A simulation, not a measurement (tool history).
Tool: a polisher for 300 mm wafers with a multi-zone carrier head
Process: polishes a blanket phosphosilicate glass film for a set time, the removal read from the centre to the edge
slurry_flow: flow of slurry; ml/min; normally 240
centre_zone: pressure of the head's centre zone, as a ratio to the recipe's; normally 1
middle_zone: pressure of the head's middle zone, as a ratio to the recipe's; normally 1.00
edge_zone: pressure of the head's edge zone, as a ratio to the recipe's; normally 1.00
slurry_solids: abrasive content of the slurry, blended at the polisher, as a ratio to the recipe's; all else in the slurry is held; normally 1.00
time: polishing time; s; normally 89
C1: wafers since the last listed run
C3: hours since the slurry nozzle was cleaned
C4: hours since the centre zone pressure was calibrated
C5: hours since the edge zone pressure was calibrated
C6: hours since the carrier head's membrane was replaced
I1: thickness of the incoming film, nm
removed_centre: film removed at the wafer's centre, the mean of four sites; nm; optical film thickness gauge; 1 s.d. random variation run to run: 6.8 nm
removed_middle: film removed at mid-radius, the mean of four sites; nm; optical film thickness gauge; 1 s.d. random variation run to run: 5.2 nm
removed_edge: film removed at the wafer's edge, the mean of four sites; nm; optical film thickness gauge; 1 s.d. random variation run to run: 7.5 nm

run 1 hour=0.0 | slurry_flow=240 centre_zone=1 middle_zone=1.00 edge_zone=1.00 slurry_solids=1.05 time=89 | C1=0 wafers_polished_on_this_pad=363 C3=217.0 C4=1346.7 C5=569.2 C6=619.0 | I1=2517.6 | removed_centre=557.9 removed_middle=562.5 removed_edge=532.7
run 2 hour=13.0 | slurry_flow=240 centre_zone=1 middle_zone=1.00 edge_zone=1.00 slurry_solids=1.05 time=89 | C1=83 wafers_polished_on_this_pad=447 C3=230.0 C4=1359.7 C5=582.2 C6=632.0 | I1=2459.4 | removed_centre=550.4 removed_middle=540.5 removed_edge=536.0
-- hour=17.3 worn pad replaced by a new one
run 3 hour=28.3 | slurry_flow=240 centre_zone=1 middle_zone=1.00 edge_zone=1.00 slurry_solids=1.05 time=89 | C1=72 wafers_polished_on_this_pad=70 C3=245.3 C4=1375.0 C5=597.5 C6=647.3 | I1=2444.1 | removed_centre=598.1 removed_middle=583.6 removed_edge=560.8
run 4 hour=35.1 | slurry_flow=240 centre_zone=1 middle_zone=1.00 edge_zone=1.00 slurry_solids=1.00 time=89 | C1=43 wafers_polished_on_this_pad=114 C3=252.1 C4=1381.8 C5=604.3 C6=654.1 | I1=2467.1 | removed_centre=564.2 removed_middle=558.5 removed_edge=557.6
run 5 hour=43.3 | slurry_flow=240 centre_zone=1 middle_zone=1.00 edge_zone=1.00 slurry_solids=1.00 time=89 | C1=52 wafers_polished_on_this_pad=166 C3=260.3 C4=1390.0 C5=612.5 C6=662.3 | I1=2484.2 | removed_centre=562.1 removed_middle=555.4 removed_edge=551.3
run 6 hour=82.5 | slurry_flow=240 centre_zone=1 middle_zone=1.00 edge_zone=1.00 slurry_solids=1.00 time=89 | C1=251 wafers_polished_on_this_pad=418 C3=299.5 C4=1429.2 C5=651.7 C6=701.5 | I1=2460.1 | removed_centre=541.3 removed_middle=534.8 removed_edge=530.8
-- hour=95.6 worn pad replaced by a new one
-- hour=97.2 edge zone pressure recalibrated
run 7 hour=100.2 | slurry_flow=240 centre_zone=1 middle_zone=1.00 edge_zone=1.00 slurry_solids=1.00 time=89 | C1=77 wafers_polished_on_this_pad=19 C3=317.2 C4=1446.9 C5=3.0 C6=719.2 | I1=2480.2 | removed_centre=584.5 removed_middle=570.3 removed_edge=587.7
run 8 hour=117.7 | slurry_flow=240 centre_zone=1 middle_zone=1.00 edge_zone=1.00 slurry_solids=1.00 time=89 | C1=112 wafers_polished_on_this_pad=131 C3=334.7 C4=1464.4 C5=20.5 C6=736.7 | I1=2500.7 | removed_centre=579.4 removed_middle=555.8 removed_edge=551.4
run 9 hour=125.6 | slurry_flow=240 centre_zone=1 middle_zone=1.00 edge_zone=1.00 slurry_solids=1.00 time=89 | C1=50 wafers_polished_on_this_pad=182 C3=342.6 C4=1472.3 C5=28.4 C6=744.6 | I1=2458.8 | removed_centre=563.1 removed_middle=546.4 removed_edge=559.0
-- hour=127.8 slurry nozzle cleaned
run 10 hour=135.6 | slurry_flow=240 centre_zone=1 middle_zone=1.00 edge_zone=1.07 slurry_solids=0.90 time=118 | C1=57 wafers_polished_on_this_pad=239 C3=7.8 C4=1482.3 C5=38.4 C6=754.6 | I1=2460.2 | removed_centre=679.8 removed_middle=687.6 removed_edge=689.5
-- hour=170.3 carrier head's membrane replaced by a new one
-- hour=176.4 worn pad replaced by a new one
run 11 hour=187.0 | slurry_flow=240 centre_zone=1 middle_zone=1.00 edge_zone=1.00 slurry_solids=1.00 time=89 | C1=272 wafers_polished_on_this_pad=68 C3=59.2 C4=1533.7 C5=89.8 C6=16.7 | I1=2456.9 | removed_centre=558.7 removed_middle=563.6 removed_edge=553.1
-- hour=191.7 centre zone pressure recalibrated
run 12 hour=219.1 | slurry_flow=265 centre_zone=1 middle_zone=1.00 edge_zone=0.96 slurry_solids=1.00 time=89 | C1=193 wafers_polished_on_this_pad=261 C3=91.3 C4=27.4 C5=121.9 C6=48.8 | I1=2474.1 | removed_centre=561.2 removed_middle=539.2 removed_edge=521.1
run 13 hour=234.2 | slurry_flow=240 centre_zone=1 middle_zone=1.11 edge_zone=1.00 slurry_solids=0.90 time=89 | C1=96 wafers_polished_on_this_pad=358 C3=106.4 C4=42.5 C5=137.0 C6=63.9 | I1=2478.4 | removed_centre=497.9 removed_middle=547.9 removed_edge=504.4
run 14 hour=249.1 | slurry_flow=240 centre_zone=1 middle_zone=1.00 edge_zone=0.90 slurry_solids=1.00 time=89 | C1=95 wafers_polished_on_this_pad=453 C3=121.3 C4=57.4 C5=151.9 C6=78.8 | I1=2479.4 | removed_centre=524.5 removed_middle=521.4 removed_edge=486.1
-- hour=253.7 worn pad replaced by a new one
run 15 hour=256.3 | slurry_flow=240 centre_zone=1 middle_zone=1.00 edge_zone=1.09 slurry_solids=1.00 time=72 | C1=20 wafers_polished_on_this_pad=16 C3=128.5 C4=64.6 C5=159.1 C6=86.0 | I1=2474.6 | removed_centre=472.7 removed_middle=468.2 removed_edge=485.4
run 16 hour=269.2 | slurry_flow=240 centre_zone=1 middle_zone=1.00 edge_zone=1.00 slurry_solids=1.25 time=69 | C1=82 wafers_polished_on_this_pad=99 C3=141.4 C4=77.5 C5=172.0 C6=98.9 | I1=2520.5 | removed_centre=490.6 removed_middle=488.3 removed_edge=475.5
run 17 hour=286.9 | slurry_flow=240 centre_zone=1 middle_zone=1.05 edge_zone=1.00 slurry_solids=1.00 time=108 | C1=113 wafers_polished_on_this_pad=213 C3=159.1 C4=95.2 C5=189.7 C6=116.6 | I1=2447.3 | removed_centre=685.5 removed_middle=695.3 removed_edge=660.4
run 18 hour=293.2 | slurry_flow=240 centre_zone=1 middle_zone=1.00 edge_zone=1.00 slurry_solids=1.00 time=89 | C1=40 wafers_polished_on_this_pad=253 C3=165.4 C4=101.5 C5=196.0 C6=122.9 | I1=2434.6 | removed_centre=554.8 removed_middle=543.2 removed_edge=545.4

Below are 5 alternative next runs, each starting from the tool's condition after run 18. Predict each:
run A hour=293.6 | slurry_flow=240 centre_zone=1 middle_zone=1.00 edge_zone=1.00 slurry_solids=1.25 time=89 | C1=2 wafers_polished_on_this_pad=256 C3=165.8 C4=101.9 C5=196.4 C6=123.3 | I1=2484.1 | removed_centre=? removed_middle=? removed_edge=?
run B hour=293.6 | slurry_flow=205 centre_zone=1 middle_zone=0.96 edge_zone=0.94 slurry_solids=1.00 time=89 | C1=2 wafers_polished_on_this_pad=256 C3=165.8 C4=101.9 C5=196.4 C6=123.3 | I1=2484.1 | removed_centre=? removed_middle=? removed_edge=?
run C hour=293.6 | slurry_flow=195 centre_zone=1 middle_zone=1.00 edge_zone=1.00 slurry_solids=1.20 time=89 | C1=2 wafers_polished_on_this_pad=256 C3=165.8 C4=101.9 C5=196.4 C6=123.3 | I1=2484.1 | removed_centre=? removed_middle=? removed_edge=?
run D hour=293.6 | slurry_flow=240 centre_zone=1 middle_zone=1.00 edge_zone=1.10 slurry_solids=1.00 time=103 | C1=2 wafers_polished_on_this_pad=256 C3=165.8 C4=101.9 C5=196.4 C6=123.3 | I1=2484.1 | removed_centre=? removed_middle=? removed_edge=?
run E hour=293.6 | slurry_flow=190 centre_zone=1 middle_zone=1.00 edge_zone=1.00 slurry_solids=0.80 time=89 | C1=2 wafers_polished_on_this_pad=256 C3=165.8 C4=101.9 C5=196.4 C6=123.3 | I1=2484.1 | removed_centre=? removed_middle=? removed_edge=?

run=A removed_centre=626.8 removed_middle=612.7 removed_edge=602.1
run=B removed_centre=552.4 removed_middle=523.0 removed_edge=519.6
run=C removed_centre=598.5 removed_middle=586.7 removed_edge=580.3
run=D removed_centre=653.0 removed_middle=638.2 removed_edge=656.8
run=E removed_centre=482.7 removed_middle=473.4 removed_edge=468.7
With no hidden state in the tool, these same runs would have given:
run=A removed_centre=661.2 removed_middle=646.4 removed_edge=635.2
run=B removed_centre=582.7 removed_middle=551.8 removed_edge=548.1
run=C removed_centre=631.4 removed_middle=619.0 removed_edge=612.2
run=D removed_centre=688.9 removed_middle=673.3 removed_edge=692.9
run=E removed_centre=509.2 removed_middle=499.5 removed_edge=494.4
